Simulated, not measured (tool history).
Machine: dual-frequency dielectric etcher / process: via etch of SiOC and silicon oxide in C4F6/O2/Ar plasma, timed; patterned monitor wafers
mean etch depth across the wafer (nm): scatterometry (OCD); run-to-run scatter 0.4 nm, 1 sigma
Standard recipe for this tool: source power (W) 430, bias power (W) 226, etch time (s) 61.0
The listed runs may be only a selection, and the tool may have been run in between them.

run,hour,source power (W),bias power (W),etch time (s),"read-back reference wafer on the same gauge, depth_nm",mean etch depth across the wafer (nm)
1,0.0,430,226,61.0,65.5,75.9
2,3.5,370,226,61.0,65.6,73.3
3,22.3,370,226,61.0,65.6,72.7
4,55.2,430,226,61.0,65.7,76.3
# hour 120.0: upper electrode replaced
5,120.5,430,226,61.0,65.6,76.6
6,137.2,460,266,61.0,65.6,81.1
7,171.3,430,226,61.0,65.7,76.5
8,186.5,430,226,61.0,65.6,76.2
# hour 204.5: bias power generator calibrated
9,207.5,430,255,46.5,65.7,60.6
10,229.8,370,226,74.0,65.6,89.3
11,246.2,370,184,76.5,65.6,87.9
12,274.1,430,255,50.5,65.5,66.4
13,289.1,520,211,53.5,65.7,70.7
14,305.5,430,226,71.0,65.7,89.4
15,331.4,430,226,61.0,65.6,77.3
16,354.3,430,226,61.0,65.6,77.1
# hour 403.6: source power generator calibrated
17,436.4,360,226,61.0,65.7,73.9
18,455.0,430,203,77.0,65.6,95.2
# hour 467.8: gauge calibrated
19,469.5,430,203,77.0,65.6,95.4
20,499.2,470,226,48.5,65.7,63.8
21,539.3,430,226,61.0,65.6,78.0
22,575.0,510,252,78.5,65.7,107.6
23,592.4,500,254,61.0,65.6,83.5
24,622.2,390,226,68.0,65.6,85.7
# hour 657.2: wet clean of the chamber
25,657.7,470,226,56.0,65.6,71.2
26,668.8,430,280,68.5,65.6,89.4
27,682.8,320,184,61.0,65.6,66.8
28,764.3,430,210,61.0,65.6,74.7

Predict the results of run 29:
29,795.1,430,226,61.0,?,?

{"run 29": {"read-back reference wafer on the same gauge, depth_nm": 65.6, "mean etch depth across the wafer (nm)": 76.5}}
Were there no unlogged condition in the tool, this run, its random variation unchanged, would have produced mean etch depth across the wafer (nm) 76.3.
